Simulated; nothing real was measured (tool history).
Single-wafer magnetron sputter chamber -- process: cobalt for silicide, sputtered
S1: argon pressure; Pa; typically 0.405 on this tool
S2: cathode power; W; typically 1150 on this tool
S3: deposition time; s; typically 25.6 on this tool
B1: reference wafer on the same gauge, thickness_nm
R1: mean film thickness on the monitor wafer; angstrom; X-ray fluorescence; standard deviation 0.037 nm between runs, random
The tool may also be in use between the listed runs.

run	day	S1	S2	S3	B1	R1
1	0	0.405	1150	25.6	14.688	156.22
2	1.05	0.405	1300	23.6	14.69	162.81
3	1.717	0.405	1300	23.6	14.696	162.35
4	2.225	0.405	1300	23.6	14.697	162.36
5	2.975	0.405	950	25.6	14.7	128.74
6	4.104	0.405	950	25.6	14.703	128.8
# day 4.567: sputter target and shields replaced
7	4.729	0.405	1150	25.6	14.705	156.63
8	5.667	0.405	1150	25.6	14.71	156.2
9	6.429	0.405	1150	25.6	14.708	155.79
10	7.579	0.405	1150	25.6	14.718	155.98
11	8.367	0.405	1150	23.5	14.726	143.77
# day 9.512: gauge calibrated
12	9.546	0.405	1150	23.5	14.392	140.21
13	10.35	0.405	1150	29	14.425	173.67
14	11.846	0.505	1150	25.6	14.467	150.48
15	12.517	0.505	1150	25.6	14.5	150.76
# day 13.817: magnet pack replaced
16	13.838	0.405	1150	24	14.526	145.45
# day 14.792: sputter target and shields replaced
17	14.929	0.453	1150	22.7	14.56	135.57
18	16.175	0.251	1050	25.6	14.586	146.54
19	17.221	0.405	1150	21.6	14.608	131.36
20	18.304	0.405	1150	25.6	14.619	155.39
21	19.15	0.351	1400	25.6	14.625	191.89
22	20.138	0.405	1150	20.7	14.636	125.4
# day 21.221: capacitance manometer re-zeroed and calibrated
23	21.333	0.405	1250	29.2	14.645	192.81
24	22.225	0.457	1150	30.3	14.659	182.6
# day 22.692: sputter target and shields replaced
25	23.7	0.343	1150	30.3	14.665	186.65
26	25.171	0.405	1150	25.6	14.676	155.32
27	26.262	0.405	1150	25.6	14.691	155.86
28	27.529	0.405	1300	28.8	14.69	198.08
29	30.512	0.464	1350	29.8	14.697	210.3
# day 31.138: sputter target and shields replaced
30	31.504	0.295	1150	25.6	14.708	160.2
31	32.542	0.287	1400	27.6	14.703	210.71
32	33.688	0.405	1150	25.6	14.714	156.36
# day 33.996: gauge calibrated
33	34.542	0.496	1400	22.9	14.457	164.67
34	35.221	0.541	1150	25.6	14.475	149.36
35	36.117	0.405	1150	25.6	14.504	154.7
36	37.075	0.361	900	22.3	14.531	105.81

For some of the steps in R1 from one run to the next: how much would appear even if the tool had no hidden state, given the settings, what came in and random variation, and how much remains for the hidden state plus any gauge scatter that the measured result and the result without hidden state don't share?
Hidden state at play: deposition rate above that of a new target (%); true argon pressure above the setpoint (%); gauge reads high (%).
Run 11 -> 12: gauge calibrated. R1 -3.56 angstrom: hidden state -3.21, all else -0.35.
Run 21 -> 22: S1 0.351 -> 0.405, S2 1400 -> 1150, S3 25.6 -> 20.7. R1 -66.49 angstrom: hidden state -0.94, all else -65.55.
Run 22 -> 23: S2 1150 -> 1250, S3 20.7 -> 29.2, capacitance manometer re-zeroed and calibrated. R1 +67.41 angstrom: hidden state +1.26, all else +66.15.
Run 31 -> 32: S1 0.287 -> 0.405, S2 1400 -> 1150, S3 27.6 -> 25.6. R1 -54.35 angstrom: hidden state -1.11, all else -53.24.
Run 32 -> 33: S1 0.405 -> 0.496, S2 1150 -> 1400, S3 25.6 -> 22.9, gauge calibrated. R1 +8.31 angstrom: hidden state -2.71, all else +11.02.
